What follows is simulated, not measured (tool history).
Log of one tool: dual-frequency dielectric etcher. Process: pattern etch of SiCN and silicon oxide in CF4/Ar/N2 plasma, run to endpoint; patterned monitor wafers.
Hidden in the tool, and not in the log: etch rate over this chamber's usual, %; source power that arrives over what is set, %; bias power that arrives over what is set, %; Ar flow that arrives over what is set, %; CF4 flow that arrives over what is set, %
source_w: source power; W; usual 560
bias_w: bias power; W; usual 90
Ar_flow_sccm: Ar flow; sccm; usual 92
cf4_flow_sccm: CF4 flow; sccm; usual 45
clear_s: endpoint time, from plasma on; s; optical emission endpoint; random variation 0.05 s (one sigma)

run,hour,source_w,bias_w,Ar_flow_sccm,cf4_flow_sccm,wafers since the last listed run,hours since the last wet clean,hours since the last source power generator calibration,hours since the last bias power generator calibration,hours since the last Ar flow controller change,hours since the last CF4 flow controller change,hours since the last upper electrode change,"incoming incoming film thickness, nm",clear_s
1,0,560,85,92,45,0,54.3,1736.4,327.7,3250.6,45.3,2018,14.78,15.4
2,24,560,90,92,45,274,78.3,1760.4,351.7,3274.6,69.3,2042,14.6,14.8
# hour 54.9: source power generator calibrated
3,68.7,560,90,92,45,466,123,13.8,396.4,3319.3,114,2086.7,14.65,14.8
4,123.4,450,104,84,50,626,177.7,68.5,451.1,3374,168.7,2141.4,14.65,15.2
5,175.1,560,90,70,55,591,229.4,120.2,502.8,3425.7,220.4,2193.1,14.66,13.6
6,242.9,440,109,111,40,776,297.2,188,570.6,3493.5,288.2,2260.9,14.85,16.6
# hour 261.6: CF4 flow controller replaced, repeated, since the last time left the tool worse
7,306.1,560,90,92,45,654,360.4,251.2,633.8,3556.7,44.5,2324.1,14.71,14.4
8,377.3,560,109,109,45,815,431.6,322.4,705,3627.9,115.7,2395.3,14.67,13.5
9,417,560,90,75,45,454,471.3,362.1,744.7,3667.6,155.4,2435,14.87,14.3
10,453.1,560,90,100,45,413,507.4,398.2,780.8,3703.7,191.5,2471.1,14.7,14.8
# hour 493.9: wet clean of the chamber
11,495,560,90,107,45,204,1.1,440.1,822.7,3745.6,233.4,2513,14.65,14.9
12,558.8,560,90,92,45,730,64.9,503.9,886.5,3809.4,297.2,2576.8,14.43,14.2
# hour 598.2: Ar flow controller replaced
13,627.2,560,107,92,45,714,133.3,572.3,954.9,29,365.6,2645.2,14.67,13.4
14,675.2,700,75,78,52,549,181.3,620.3,1002.9,77,413.6,2693.2,14.83,13
# hour 724.7: upper electrode replaced
15,725.2,630,90,92,51,297,231.3,670.3,1052.9,127,463.6,0.5,14.78,13.2
16,745.7,560,102,99,45,234,251.8,690.8,1073.4,147.5,484.1,21,14.7,13.8
17,784.9,500,80,80,52,448,291,730,1112.6,186.7,523.3,60.2,14.91,16
18,823,560,90,92,54,436,329.1,768.1,1150.7,224.8,561.4,98.3,14.59,14
19,866.3,560,90,105,52,495,372.4,811.4,1194,268.1,604.7,141.6,14.74,14.4
20,922.9,560,90,106,54,648,429,868,1250.6,324.7,661.3,198.2,14.71,14.4
21,984.7,560,90,92,45,707,490.8,929.8,1312.4,386.5,723.1,260,14.88,14.8
# hour 1033.5: wet clean of the chamber
22,1053.3,480,81,101,50,510,19.8,998.4,1381,455.1,791.7,328.6,14.69,16.9
23,1116.1,660,96,92,48,719,82.6,1061.2,1443.8,517.9,854.5,391.4,14.69,12.6
24,1176.6,630,90,82,36,692,143.1,1121.7,1504.3,578.4,915,451.9,14.75,14
25,1220.4,560,90,100,50,501,186.9,1165.5,1548.1,622.2,958.8,495.7,14.97,14.8

Forecast each of these 3 alternatives for the next run:
A,1220.8,480,90,92,45,4,187.3,1165.9,1548.5,622.6,959.2,496.1,14.73,?
B,1220.8,640,107,84,48,4,187.3,1165.9,1548.5,622.6,959.2,496.1,14.73,?
C,1220.8,650,96,92,37,4,187.3,1165.9,1548.5,622.6,959.2,496.1,14.73,?

run,clear_s
A,16.1
B,12
C,13.5
Without the tool's hidden state the same runs would have given:
run,clear_s
A,16
B,11.9
C,13.4
